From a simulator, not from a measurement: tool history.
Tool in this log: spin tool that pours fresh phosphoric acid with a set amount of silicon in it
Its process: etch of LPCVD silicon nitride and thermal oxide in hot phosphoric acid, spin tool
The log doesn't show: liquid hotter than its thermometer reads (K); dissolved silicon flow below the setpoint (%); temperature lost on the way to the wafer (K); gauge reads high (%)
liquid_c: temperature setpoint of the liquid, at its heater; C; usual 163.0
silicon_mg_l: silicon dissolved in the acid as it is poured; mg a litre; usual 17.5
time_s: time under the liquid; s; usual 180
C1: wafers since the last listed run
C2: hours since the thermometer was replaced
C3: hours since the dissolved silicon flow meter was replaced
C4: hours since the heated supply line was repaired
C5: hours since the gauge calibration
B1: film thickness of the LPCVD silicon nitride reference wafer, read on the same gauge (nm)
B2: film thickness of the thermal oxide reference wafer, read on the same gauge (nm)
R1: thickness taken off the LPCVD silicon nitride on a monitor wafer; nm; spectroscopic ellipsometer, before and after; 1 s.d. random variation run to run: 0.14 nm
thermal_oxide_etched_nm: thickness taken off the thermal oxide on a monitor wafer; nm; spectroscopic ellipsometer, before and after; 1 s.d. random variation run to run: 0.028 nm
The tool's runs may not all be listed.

Run 1, hour 0.0: usual settings but liquid_c 165.5 C, silicon_mg_l 9.5 mg a litre, time_s 125 s; C1 0; C2 312.8; C3 414.0; C4 2871.9; C5 3199.4; B1 110.00; B2 130.000. Result: R1 13.48 nm, thermal_oxide_etched_nm 0.382 nm.
Run 2, hour 48.4: usual settings but liquid_c 165.0 C, silicon_mg_l 9.0 mg a litre, time_s 145 s; C1 422; C2 361.2; C3 462.4; C4 2920.3; C5 3247.8; B1 109.99; B2 129.984. Result: R1 15.15 nm, thermal_oxide_etched_nm 0.414 nm.
Run 3, hour 90.4: usual settings but liquid_c 164.5 C; C1 366; C2 403.2; C3 504.4; C4 2962.3; C5 3289.8; B1 110.00; B2 129.975. Result: R1 18.78 nm, thermal_oxide_etched_nm 0.436 nm.
Run 4, hour 131.3: usual settings but silicon_mg_l 22.0 mg a litre, time_s 210 s; C1 357; C2 444.1; C3 545.3; C4 3003.2; C5 3330.7; B1 109.99; B2 130.011. Result: R1 20.38 nm, thermal_oxide_etched_nm 0.388 nm.
At hour 265.0: dissolved silicon flow meter replaced.
Run 5, hour 298.7: usual settings but liquid_c 165.5 C, silicon_mg_l 28.5 mg a litre, time_s 100 s; C1 1452; C2 611.5; C3 33.7; C4 3170.6; C5 3498.1; B1 109.97; B2 130.003. Result: R1 10.67 nm, thermal_oxide_etched_nm 0.182 nm.
Run 6, hour 362.3: usual settings but liquid_c 164.5 C, silicon_mg_l 31.0 mg a litre, time_s 110 s; C1 555; C2 675.1; C3 97.3; C4 3234.2; C5 3561.7; B1 110.07; B2 129.984. Result: R1 11.44 nm, thermal_oxide_etched_nm 0.176 nm.
At hour 444.3: thermometer replaced.
Run 7, hour 449.4: usual settings but liquid_c 161.0 C, time_s 275 s; C1 751; C2 5.1; C3 184.4; C4 3321.3; C5 3648.8; B1 109.98; B2 129.986. Result: R1 24.98 nm, thermal_oxide_etched_nm 0.414 nm.
Run 8, hour 542.4: usual settings but liquid_c 165.5 C, silicon_mg_l 22.5 mg a litre; C1 812; C2 98.1; C3 277.4; C4 3414.3; C5 3741.8; B1 110.02; B2 130.019. Result: R1 18.99 nm, thermal_oxide_etched_nm 0.349 nm.
Run 9, hour 601.6: usual settings but liquid_c 165.0 C, silicon_mg_l 28.0 mg a litre; C1 516; C2 157.3; C3 336.6; C4 3473.5; C5 3801.0; B1 109.98; B2 130.012. Result: R1 18.42 nm, thermal_oxide_etched_nm 0.349 nm.
Run 10, hour 659.7: usual settings; C1 507; C2 215.4; C3 394.7; C4 3531.6; C5 3859.1; B1 110.02; B2 130.009. Result: R1 17.41 nm, thermal_oxide_etched_nm 0.370 nm.
At hour 787.3: gauge calibrated.
Run 11, hour 888.7: usual settings but silicon_mg_l 23.5 mg a litre, time_s 220 s; C1 1999; C2 444.4; C3 623.7; C4 3760.6; C5 101.4; B1 110.00; B2 130.010. Result: R1 21.31 nm, thermal_oxide_etched_nm 0.383 nm.
At hour 988.1: dissolved silicon flow meter replaced.
Run 12, hour 995.5: usual settings but silicon_mg_l 3.5 mg a litre, time_s 285 s; C1 923; C2 551.2; C3 7.4; C4 3867.4; C5 208.2; B1 109.99; B2 129.992. Result: R1 27.51 nm, thermal_oxide_etched_nm 0.743 nm.
At hour 1014.7: heated supply line repaired.
At hour 1176.9: thermometer replaced.
Run 13, hour 1226.0: usual settings but liquid_c 161.5 C, silicon_mg_l 23.0 mg a litre, time_s 125 s; C1 1995; C2 49.1; C3 237.9; C4 211.3; C5 438.7; B1 110.05; B2 129.999. Result: R1 12.27 nm, thermal_oxide_etched_nm 0.219 nm.
Run 14, hour 1325.3: usual settings; C1 867; C2 148.4; C3 337.2; C4 310.6; C5 538.0; B1 109.97; B2 129.990. Result: R1 18.83 nm, thermal_oxide_etched_nm 0.379 nm.
Run 15, hour 1424.5: usual settings but liquid_c 165.5 C, silicon_mg_l 9.5 mg a litre, time_s 125 s; C1 866; C2 247.6; C3 436.4; C4 409.8; C5 637.2; B1 110.01; B2 129.976. Result: R1 14.21 nm, thermal_oxide_etched_nm 0.448 nm.
Run 16, hour 1517.7: usual settings; C1 813; C2 340.8; C3 529.6; C4 503.0; C5 730.4; B1 109.97; B2 130.015. Result: R1 19.17 nm, thermal_oxide_etched_nm 0.469 nm.
Run 17, hour 1609.1: usual settings but liquid_c 161.5 C; C1 798; C2 432.2; C3 621.0; C4 594.4; C5 821.8; B1 110.01; B2 129.985. Result: R1 17.95 nm, thermal_oxide_etched_nm 0.398 nm.

Run 18 has not been measured yet. What should we expect?
Run 18, hour 1656.7: usual settings but silicon_mg_l 21.0 mg a litre, time_s 90 s; C1 415; C2 479.8; C3 668.6; C4 642.0; C5 869.4; B1 ?; B2 ?. Result: R1 ?, thermal_oxide_etched_nm ?.

B1: 109.95
B2: 129.998
R1: 9.48 nm
thermal_oxide_etched_nm: 0.194 nm
Had the tool carried no hidden state, the very same run would have given R1 9.46 nm, thermal_oxide_etched_nm 0.193 nm.

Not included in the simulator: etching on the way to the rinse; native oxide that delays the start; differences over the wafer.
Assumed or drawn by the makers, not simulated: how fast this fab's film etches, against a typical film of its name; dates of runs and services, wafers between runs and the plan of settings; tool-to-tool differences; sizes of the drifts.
